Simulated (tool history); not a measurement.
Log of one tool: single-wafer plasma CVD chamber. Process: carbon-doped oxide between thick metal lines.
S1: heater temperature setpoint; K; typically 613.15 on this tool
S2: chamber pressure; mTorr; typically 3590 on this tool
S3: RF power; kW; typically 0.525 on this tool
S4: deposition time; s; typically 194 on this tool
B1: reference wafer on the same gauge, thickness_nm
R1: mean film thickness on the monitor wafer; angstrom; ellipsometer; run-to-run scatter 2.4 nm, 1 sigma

run,hour,S1,S2,S3,S4,B1,R1
1,0,613.15,3590,0.525,194,910.345,8820.34
2,71.4,613.15,3590,0.525,194,914.291,8805.74
3,105.2,613.15,3590,0.525,194,916.594,8825.81
4,117.4,613.15,3590,0.525,194,917.628,8845.2
5,131.9,613.15,3590,0.525,194,918.053,8943.58
6,160.5,613.15,3590,0.525,194,919.718,8902.3
# hour 165.9: gauge calibrated
7,249.7,613.15,3590,0.525,194,907.067,8752.09
8,261.9,613.15,3590,0.525,184,907.18,8328.33
9,288.1,613.15,3590,0.525,184,908.036,8347.32
# hour 341.8: RF generator calibrated
# hour 351.2: capacitance manometer re-zeroed and calibrated
10,356,613.15,3590,0.525,184,909.114,8334.33
11,387.9,613.15,3590,0.575,194,909.573,9086.42
12,403.8,606.15,3590,0.525,194,911.07,9055.89
13,420.8,613.15,3590,0.525,194,911.655,8793.38
14,452.1,613.15,4430,0.48,194,912.545,8900.28
# hour 467.3: showerhead replaced
15,475.4,613.15,3590,0.525,194,913.583,8854.56
# hour 492.6: thermocouple changed; heater temperature recalibrated
16,506.6,613.15,3130,0.525,228,915.264,10188.43
17,530.6,606.15,2750,0.56,194,915.882,8961.94
18,556.7,613.15,3590,0.525,194,917.103,8892.43
# hour 571.8: gauge calibrated
19,581.4,613.15,3590,0.62,194,904.034,9223.69
20,598.9,613.15,3920,0.525,228,903.821,10395.1
21,618.3,598.15,3590,0.525,213,904.439,10094.43
22,651.4,613.15,2930,0.525,211,903.908,9308.73
23,683.7,613.15,3590,0.525,194,904.271,8726.94
24,715.6,613.15,3590,0.525,194,905.057,8757.18
25,729,598.15,4310,0.605,176,905.694,9045.65
26,757.5,613.15,3590,0.525,228,906.131,10259.8
27,783.5,599.15,3340,0.525,194,906.783,9129.3

What if the next run were any one of these 5? Each begins from the tool's condition after run 27:
A,784,613.15,2750,0.525,194,?,?
B,784,609.15,3590,0.575,194,?,?
C,784,624.15,3590,0.435,194,?,?
D,784,602.15,3930,0.61,157,?,?
E,784,605.15,3590,0.43,194,?,?

run,B1,R1
A,906.61,8500.31
B,906.61,9144.67
C,906.61,8020.06
D,906.61,7839.63
E,906.61,8492.16
Without the tool's unlogged condition, the same runs would have read:
run,R1
A,8471.48
B,9113.65
C,7992.86
D,7813.03
E,8463.35
